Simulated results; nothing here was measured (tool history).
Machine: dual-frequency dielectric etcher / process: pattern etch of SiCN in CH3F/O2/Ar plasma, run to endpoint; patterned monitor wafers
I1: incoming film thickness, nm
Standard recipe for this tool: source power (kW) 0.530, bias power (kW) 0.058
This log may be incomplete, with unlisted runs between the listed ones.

Run 1, hour 0.0: usual settings; I1 11.10. Result: endpoint time (s) 27.7.
Run 2, hour 91.0: usual settings but bias power (kW) 0.047; I1 11.19. Result: endpoint time (s) 29.7.
Run 3, hour 136.3: usual settings but bias power (kW) 0.047; I1 11.13. Result: endpoint time (s) 30.2.
Run 4, hour 196.3: usual settings but bias power (kW) 0.047; I1 11.04. Result: endpoint time (s) 29.9.
Run 5, hour 232.3: usual settings but bias power (kW) 0.049; I1 11.12. Result: endpoint time (s) 29.9.
At hour 308.7: wet clean of the chamber.
Run 6, hour 339.6: usual settings; I1 11.06. Result: endpoint time (s) 27.4.
Run 7, hour 379.1: usual settings but source power (kW) 0.500, bias power (kW) 0.064; I1 11.06. Result: endpoint time (s) 26.7.
At hour 392.9: bias power generator calibrated.
Run 8, hour 485.4: usual settings but source power (kW) 0.500, bias power (kW) 0.064; I1 11.04. Result: endpoint time (s) 26.8.
Run 9, hour 556.3: usual settings but source power (kW) 0.500, bias power (kW) 0.064; I1 11.07. Result: endpoint time (s) 27.2.
Run 10, hour 612.6: usual settings; I1 11.05. Result: endpoint time (s) 27.2.
Run 11, hour 651.8: usual settings; I1 11.09. Result: endpoint time (s) 27.6.
At hour 724.4: upper electrode replaced.
Run 12, hour 724.9: usual settings; I1 11.04. Result: endpoint time (s) 27.1.
Run 13, hour 792.1: usual settings but source power (kW) 0.450, bias power (kW) 0.050; I1 11.05. Result: endpoint time (s) 31.1.
Run 14, hour 845.2: usual settings but source power (kW) 0.460, bias power (kW) 0.072; I1 11.26. Result: endpoint time (s) 27.4.
At hour 891.4: wet clean of the chamber.
Run 15, hour 891.9: usual settings but bias power (kW) 0.071; I1 10.99. Result: endpoint time (s) 24.8.
Run 16, hour 980.8: usual settings but source power (kW) 0.410, bias power (kW) 0.070; I1 11.00. Result: endpoint time (s) 27.8.
Run 17, hour 1061.7: usual settings but source power (kW) 0.610; I1 11.16. Result: endpoint time (s) 26.1.
Run 18, hour 1162.9: usual settings but source power (kW) 0.400, bias power (kW) 0.045; I1 11.03. Result: endpoint time (s) 34.7.
At hour 1206.5: source power generator calibrated.
Run 19, hour 1219.9: usual settings; I1 11.10. Result: endpoint time (s) 27.9.
Run 20, hour 1286.8: usual settings but source power (kW) 0.590, bias power (kW) 0.052; I1 11.03. Result: endpoint time (s) 27.6.
At hour 1367.8: wet clean of the chamber.
Run 21, hour 1368.3: usual settings but source power (kW) 0.650; I1 11.06. Result: endpoint time (s) 24.7.
Run 22, hour 1403.9: usual settings but source power (kW) 0.560, bias power (kW) 0.070; I1 11.03. Result: endpoint time (s) 24.3.
Run 23, hour 1450.0: usual settings but bias power (kW) 0.049; I1 11.28. Result: endpoint time (s) 29.8.
Run 24, hour 1517.2: usual settings but source power (kW) 0.660, bias power (kW) 0.051; I1 11.09. Result: endpoint time (s) 26.3.
Run 25, hour 1554.2: usual settings but source power (kW) 0.470; I1 11.19. Result: endpoint time (s) 29.1.
Run 26, hour 1635.3: usual settings but source power (kW) 0.610, bias power (kW) 0.065; I1 11.17. Result: endpoint time (s) 24.9.
Run 27, hour 1709.9: usual settings but source power (kW) 0.410, bias power (kW) 0.070; I1 11.13. Result: endpoint time (s) 29.2.
Run 28, hour 1790.6: usual settings but source power (kW) 0.590, bias power (kW) 0.045; I1 11.16. Result: endpoint time (s) 29.5.
Run 29, hour 1894.4: usual settings but bias power (kW) 0.070; I1 11.19. Result: endpoint time (s) 26.4.
At hour 1936.1: wet clean of the chamber.
Run 30, hour 1956.8: usual settings but source power (kW) 0.450, bias power (kW) 0.063; I1 11.19. Result: endpoint time (s) 28.6.
Run 31, hour 2023.2: usual settings but source power (kW) 0.470, bias power (kW) 0.064; I1 11.16. Result: endpoint time (s) 27.9.
Run 32, hour 2076.5: usual settings but source power (kW) 0.630, bias power (kW) 0.054; I1 11.11. Result: endpoint time (s) 26.4.
Run 33, hour 2146.8: usual settings; I1 11.09. Result: endpoint time (s) 27.5.
At hour 2183.3: bias power generator calibrated.
Run 34, hour 2211.9: usual settings but source power (kW) 0.480, bias power (kW) 0.049; I1 11.04. Result: endpoint time (s) 30.6.

5 ways to go on from here, each from the tool as it stands after run 34. What would each give?
Run A, hour 2212.3: usual settings; I1 11.11. Result: endpoint time (s) ?.
Run B, hour 2212.3: usual settings but source power (kW) 0.450, bias power (kW) 0.053; I1 11.11. Result: endpoint time (s) ?.
Run C, hour 2212.3: usual settings but source power (kW) 0.620, bias power (kW) 0.048; I1 11.11. Result: endpoint time (s) ?.
Run D, hour 2212.3: usual settings but source power (kW) 0.460, bias power (kW) 0.064; I1 11.11. Result: endpoint time (s) ?.
Run E, hour 2212.3: usual settings but source power (kW) 0.430, bias power (kW) 0.070; I1 11.11. Result: endpoint time (s) ?.

run  endpoint time (s)
  A               27.5
  B               30.7
  C               27.7
  D               28.2
  E               28.0
Take away the tool's hidden state, keep each run's random variation, and the runs would have read:
run  endpoint time (s)
  A               27.0
  B               30.1
  C               27.2
  D               27.6
  E               27.4
